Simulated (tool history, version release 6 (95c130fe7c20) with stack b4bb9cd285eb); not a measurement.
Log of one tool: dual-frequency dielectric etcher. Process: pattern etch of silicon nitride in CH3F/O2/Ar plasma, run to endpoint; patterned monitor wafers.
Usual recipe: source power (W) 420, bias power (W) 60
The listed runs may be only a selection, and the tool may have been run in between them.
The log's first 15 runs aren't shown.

| run | day | source power (W) | bias power (W) | wafers since the last listed run | hours since the last wet clean | hours since the last source power generator calibration | hours since the last bias power generator calibration | hours since the last upper electrode change | incoming incoming film thickness, nm | endpoint time (s) |
|---|---|---|---|---|---|---|---|---|---|---|
| 16 | 15.55 | 350 | 56 | 329 | 244.9 | 2485.7 | 292.6 | 100.4 | 33.65 | 57.9 |
| 17 | 16.221 | 420 | 73 | 285 | 261 | 2501.8 | 308.7 | 116.5 | 33.66 | 47.8 |
| 18 | 16.762 | 490 | 48 | 230 | 274 | 2514.8 | 321.7 | 129.5 | 33.71 | 58 |
| 19 | 17.404 | 520 | 68 | 272 | 289.4 | 2530.2 | 337.1 | 144.9 | 33.66 | 46.4 |
| 20 | 18.162 | 460 | 70 | 322 | 307.6 | 2548.4 | 355.3 | 163.1 | 33.57 | 46.8 |
| 21 | 18.742 | 420 | 60 | 246 | 321.5 | 2562.3 | 369.2 | 177 | 33.48 | 52.6 |
| 22 | 19.488 | 420 | 60 | 317 | 339.4 | 2580.2 | 387.1 | 194.9 | 33.51 | 52.6 |
| 23 | 20.262 | 460 | 60 | 329 | 358 | 2598.8 | 405.7 | 213.5 | 33.23 | 51.9 |
| 24 | 20.904 | 420 | 60 | 272 | 373.4 | 2614.2 | 421.1 | 228.9 | 33.71 | 53.5 |
| 25 | 22.175 | 320 | 50 | 540 | 403.9 | 2644.7 | 451.6 | 259.4 | 33.61 | 64.3 |
|  | 24.525 | source power generator calibrated |
| 26 | 25.2 | 380 | 60 | 1215 | 476.5 | 16.2 | 524.2 | 332 | 33.77 | 55.3 |
| 27 | 26.65 | 490 | 74 | 616 | 511.3 | 51 | 559 | 366.8 | 33.81 | 45.7 |
|  | 28.15 | wet clean of the chamber |
| 28 | 28.171 | 470 | 74 | 221 | 0.5 | 87.5 | 595.5 | 403.3 | 33.76 | 44.8 |
| 29 | 28.608 | 420 | 60 | 186 | 11 | 98 | 606 | 413.8 | 33.89 | 52.4 |
| 30 | 29.129 | 420 | 70 | 221 | 23.5 | 110.5 | 618.5 | 426.3 | 33.53 | 47.9 |
| 31 | 29.825 | 420 | 60 | 295 | 40.2 | 127.2 | 635.2 | 443 | 33.6 | 52.1 |
| 32 | 30.425 | 420 | 60 | 255 | 54.6 | 141.6 | 649.6 | 457.4 | 33.94 | 53 |
| 33 | 31.704 | 370 | 54 | 543 | 85.3 | 172.3 | 680.3 | 488.1 | 33.67 | 58.1 |
| 34 | 33.175 | 320 | 69 | 625 | 120.6 | 207.6 | 715.6 | 523.4 | 33.44 | 51.5 |
| 35 | 34.483 | 350 | 60 | 556 | 152 | 239 | 747 | 554.8 | 33.6 | 55.6 |
| 36 | 35.45 | 370 | 70 | 410 | 175.2 | 262.2 | 770.2 | 578 | 33.67 | 50.3 |

3 options for the next run, each taken on its own from the tool as it stands now. Forecast them:
| A | 35.467 | 420 | 60 | 7 | 175.6 | 262.6 | 770.6 | 578.4 | 33.67 | ? |
| B | 35.467 | 420 | 64 | 7 | 175.6 | 262.6 | 770.6 | 578.4 | 33.67 | ? |
| C | 35.467 | 370 | 71 | 7 | 175.6 | 262.6 | 770.6 | 578.4 | 33.67 | ? |

| run | endpoint time (s) |
|---|---|
| A | 52.5 |
| B | 50.6 |
| C | 49.4 |
With the hidden condition removed and each run's random variation left untouched, the same runs would have given:
| run | endpoint time (s) |
|---|---|
| A | 51.6 |
| B | 49.7 |
| C | 48.5 |

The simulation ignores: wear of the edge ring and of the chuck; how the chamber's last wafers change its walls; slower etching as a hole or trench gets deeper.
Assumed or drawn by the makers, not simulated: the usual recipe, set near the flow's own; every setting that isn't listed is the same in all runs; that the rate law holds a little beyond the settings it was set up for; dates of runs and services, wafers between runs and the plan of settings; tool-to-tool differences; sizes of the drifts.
